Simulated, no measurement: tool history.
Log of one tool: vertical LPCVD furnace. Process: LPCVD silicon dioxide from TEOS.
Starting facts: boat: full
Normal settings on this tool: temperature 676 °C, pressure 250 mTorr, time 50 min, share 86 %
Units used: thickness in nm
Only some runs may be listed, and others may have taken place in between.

run   hour  temperature  pressure  time  share  read-back reference wafer on the same gauge, thickness  thickness
  1      0          676       250  42.5     86                                                  242.94     197.19
  2   34.8          676       250  42.5     86                                                  242.56     196.43
  3   60.5          676       250  42.5     86                                                  242.32      198.2
  4     87          681       250    50     79                                                  243.06     248.59
  5  160.2          681       250    50     79                                                  243.56     252.33
     206.8  -- TEOS flow controller replaced
  6  207.3          681       250    50     79                                                  243.86     251.65
  7  212.5          676       235    50     86                                                  243.25     227.68
  8    232          676       235    50     86                                                  243.85     227.05
  9  248.3          676       275    50     86                                                  243.01     241.85
 10  262.1          676       250    50     97                                                  242.99     249.57
 11  287.4          676       250    50     97                                                   243.1     247.93
 12  310.2          676       250    50     86                                                   242.3     233.34
     312.2  -- gauge calibrated
 13  335.2          676       225    50     97                                                  242.74     234.76
 14  360.1          676       250  58.5     86                                                  242.77     272.32
 15  380.7          676       250    37     97                                                  243.28     182.54
 16  473.5          680       250    50     86                                                  243.19     259.67
 17  488.7          668       250    50     86                                                  242.57     194.68
     516.9  -- pressure gauge zeroed
     521.2  -- thermocouples replaced and temperature profile calibrated
 18  521.7          676       250  56.5     86                                                  243.35     239.23
 19  535.8          676       280    57     97                                                  243.58     274.87
 20  551.4          676       295    50     79                                                  243.21     223.25
 21  565.4          676       250    50     86                                                  242.81     212.89
 22  600.7          676       210    38     74                                                  243.46     139.16
 23  622.9          676       250  42.5     86                                                  242.85      184.9
 24  638.7          667       235  30.5     69                                                  242.95      91.71
 25  661.2          676       250    37     97                                                  242.96     170.91

Predict each of these 4 candidate next runs independently; none follows another, all start after run 25:
  A  666.4          676       250  43.5     86                                                       ?          ?
  B  666.4          676       250    32     86                                                       ?          ?
  C  666.4          687       220    50     97                                                       ?          ?
  D  666.4          676       250    50     95                                                       ?          ?

run  read-back reference wafer on the same gauge, thickness  thickness
  A                                                  243.15     189.54
  B                                                  243.15     139.43
  C                                                  243.15     283.06
  D                                                  243.15     228.98
With no hidden state in the tool, these same runs would have given:
run  thickness
  A     185.86
  B     136.72
  C     277.69
  D     224.53
